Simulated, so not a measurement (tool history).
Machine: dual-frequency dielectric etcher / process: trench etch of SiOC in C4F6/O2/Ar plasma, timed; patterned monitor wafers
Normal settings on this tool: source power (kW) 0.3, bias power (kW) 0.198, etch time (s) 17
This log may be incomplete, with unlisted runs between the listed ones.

run    hour  source power (kW)  bias power (kW)  etch time (s)  read-back reference wafer on the same gauge, depth_nm  mean etch depth across the wafer (Å)
  1       0                0.3            0.198             17                                                   29.8                                 310.4
      115.5  -- wet clean of the chamber
  2     116                0.3            0.198             17                                                  29.81                                 313.9
  3   149.1                0.3            0.198             17                                                  29.84                                   315
  4   239.9               0.35            0.198             17                                                  29.81                                 328.3
  5   335.2               0.35            0.198             17                                                  29.81                                   327
  6   433.9                0.3            0.198             17                                                   29.8                                 312.3
  7   486.4                0.3            0.198             17                                                   29.8                                 310.4
        574  -- wet clean of the chamber
  8   580.5               0.36            0.198             17                                                  29.77                                 331.8
      643.5  -- source power generator calibrated
  9   681.8                0.3            0.198           14.5                                                  29.79                                 269.5
 10   726.4                0.3            0.198           14.5                                                  29.81                                 268.5
 11   776.3                0.3            0.198             17                                                  29.82                                 312.1
      850.1  -- upper electrode replaced
 12   853.8                0.3            0.198             17                                                  29.79                                 310.3
 13   936.9                0.3            0.198             17                                                  29.81                                 310.1
     1045.7  -- wet clean of the chamber
 14  1046.2                0.3            0.209             17                                                  29.79                                 319.1
       1108  -- bias power generator calibrated
 15  1120.1               0.26            0.224           12.5                                                  29.82                                 230.9
 16  1185.4               0.26            0.235           13.5                                                  29.77                                 253.4
 17  1249.4               0.32            0.174             13                                                  29.82                                 233.9
 18  1310.7               0.25            0.198           20.5                                                  29.82                                 354.7
     1346.9  -- gauge calibrated
 19  1375.7                0.3            0.227           19.5                                                  29.81                                 372.2
       1471  -- wet clean of the chamber
 20  1471.5                0.3            0.171           20.5                                                  29.78                                 363.5
 21  1521.4               0.38             0.16           19.5                                                  29.79                                 360.8
 22  1600.3                0.3            0.217             17                                                  29.82                                 322.8
 23  1705.9                0.3            0.198             17                                                  29.82                                 311.9
 24  1768.5                0.3            0.198             17                                                   29.8                                 312.9
 25  1810.5                0.3            0.198           15.5                                                  29.78                                 282.9
 26  1897.3                0.3            0.198             17                                                   29.8                                 312.8
     1979.9  -- wet clean of the chamber
 27  1990.7                0.3            0.198             17                                                  29.79                                 314.2
 28  2071.4               0.27            0.198             17                                                  29.78                                   304
 29    2116               0.37            0.226             19                                                  29.79                                 390.9

Forecast each of these 4 alternatives for the next run:
  A  2116.4               0.24            0.198             17                                                      ?                                     ?
  B  2116.4               0.23             0.18           14.5                                                      ?                                     ?
  C  2116.4               0.26            0.221             12                                                      ?                                     ?
  D  2116.4                0.3            0.198             14                                                      ?                                     ?

run  read-back reference wafer on the same gauge, depth_nm  mean etch depth across the wafer (Å)
  A                                                  29.79                                 297.2
  B                                                  29.79                                 243.5
  C                                                  29.79                                 221.7
  D                                                  29.79                                 259.8
The same runs, with their run-to-run variation unchanged, on a tool lacking any hidden condition would have given:
run  mean etch depth across the wafer (Å)
  A                                 298.7
  B                                 244.7
  C                                 222.8
  D                                 261.1

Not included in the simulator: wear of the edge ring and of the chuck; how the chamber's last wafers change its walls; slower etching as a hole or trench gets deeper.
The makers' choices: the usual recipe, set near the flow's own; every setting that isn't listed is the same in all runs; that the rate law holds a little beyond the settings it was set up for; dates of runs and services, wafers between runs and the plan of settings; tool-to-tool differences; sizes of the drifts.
